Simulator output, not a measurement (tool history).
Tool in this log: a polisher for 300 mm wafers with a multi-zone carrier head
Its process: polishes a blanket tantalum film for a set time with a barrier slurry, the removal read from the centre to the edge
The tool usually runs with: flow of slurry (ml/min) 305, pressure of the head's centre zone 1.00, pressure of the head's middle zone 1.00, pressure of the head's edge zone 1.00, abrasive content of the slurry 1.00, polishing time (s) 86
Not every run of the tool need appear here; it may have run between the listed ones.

run,hour,flow of slurry (ml/min),pressure of the head's centre zone,pressure of the head's middle zone,pressure of the head's edge zone,abrasive content of the slurry,polishing time (s),"incoming thickness of the incoming film, nm",film removed at the wafer's centre (Å),film removed at mid-radius (Å),film removed at the wafer's edge (Å)
1,0.0,305,1.00,1.00,0.97,1.00,86,430.2,1367,1361,1384
2,24.4,305,1.00,1.00,0.97,1.00,86,422.8,1373,1343,1332
# hour 51.7: worn pad replaced by a new one
3,52.2,305,1.00,1.00,1.00,1.00,86,440.0,1470,1452,1445
4,81.3,305,1.00,1.00,1.00,1.00,86,430.6,1417,1423,1413
# hour 96.1: edge zone pressure recalibrated
5,100.1,305,1.00,1.00,1.00,1.00,86,427.9,1444,1392,1400
6,114.8,305,1.00,1.00,1.00,1.00,86,435.4,1410,1398,1406
7,159.9,305,1.00,1.00,1.00,1.00,86,427.3,1382,1383,1355
8,186.1,305,1.00,1.00,1.00,1.00,86,424.5,1397,1340,1381
# hour 198.3: worn pad replaced by a new one
9,212.1,305,1.06,1.00,1.00,0.70,64,430.1,944,883,869
10,242.4,210,1.00,1.06,1.00,1.00,86,426.2,1386,1464,1406
11,256.2,305,1.00,1.00,1.00,1.00,86,430.8,1439,1408,1417
# hour 275.4: centre zone pressure recalibrated
12,282.3,305,1.00,0.97,0.90,1.00,86,431.9,1449,1387,1331
13,313.9,305,0.96,1.05,1.00,1.00,86,425.3,1321,1388,1394
# hour 334.8: slurry nozzle cleaned
14,341.7,305,1.00,1.00,1.00,1.00,86,428.7,1377,1353,1370
15,366.6,305,1.08,0.88,1.00,1.00,77,432.2,1283,1079,1211
# hour 377.6: worn pad replaced by a new one
# hour 379.4: carrier head's membrane replaced by a new one
16,385.1,305,0.92,1.00,1.00,1.00,86,430.8,1331,1441,1455
17,414.5,305,1.06,1.00,1.00,0.70,64,427.6,948,900,869
# hour 425.1: edge zone pressure recalibrated
18,440.4,305,1.07,1.00,1.00,0.85,86,427.6,1417,1303,1289
19,466.0,235,1.11,1.00,1.00,0.80,86,424.6,1390,1216,1214
20,496.9,305,1.00,0.90,1.10,1.00,96,431.0,1562,1414,1590

Branching from run 20: 5 alternative next runs. What would each branch give?
A,497.3,305,1.00,0.94,1.00,1.00,86,433.6,?,?,?
B,497.3,305,0.95,1.00,1.09,0.90,86,433.6,?,?,?
C,497.3,305,1.00,1.03,1.00,1.00,58,433.6,?,?,?
D,497.3,250,0.94,1.00,0.94,1.00,101,433.6,?,?,?
E,497.3,305,0.90,1.07,1.00,0.80,86,433.6,?,?,?

run,film removed at the wafer's centre (Å),film removed at mid-radius (Å),film removed at the wafer's edge (Å)
A,1364,1326,1400
B,1239,1324,1396
C,920,954,943
D,1486,1608,1582
E,1106,1311,1261
Take away the tool's hidden state, keep each run's random variation, and the runs would have read:
run,film removed at the wafer's centre (Å),film removed at mid-radius (Å),film removed at the wafer's edge (Å)
A,1466,1425,1505
B,1331,1423,1500
C,989,1025,1014
D,1597,1728,1700
E,1189,1409,1355
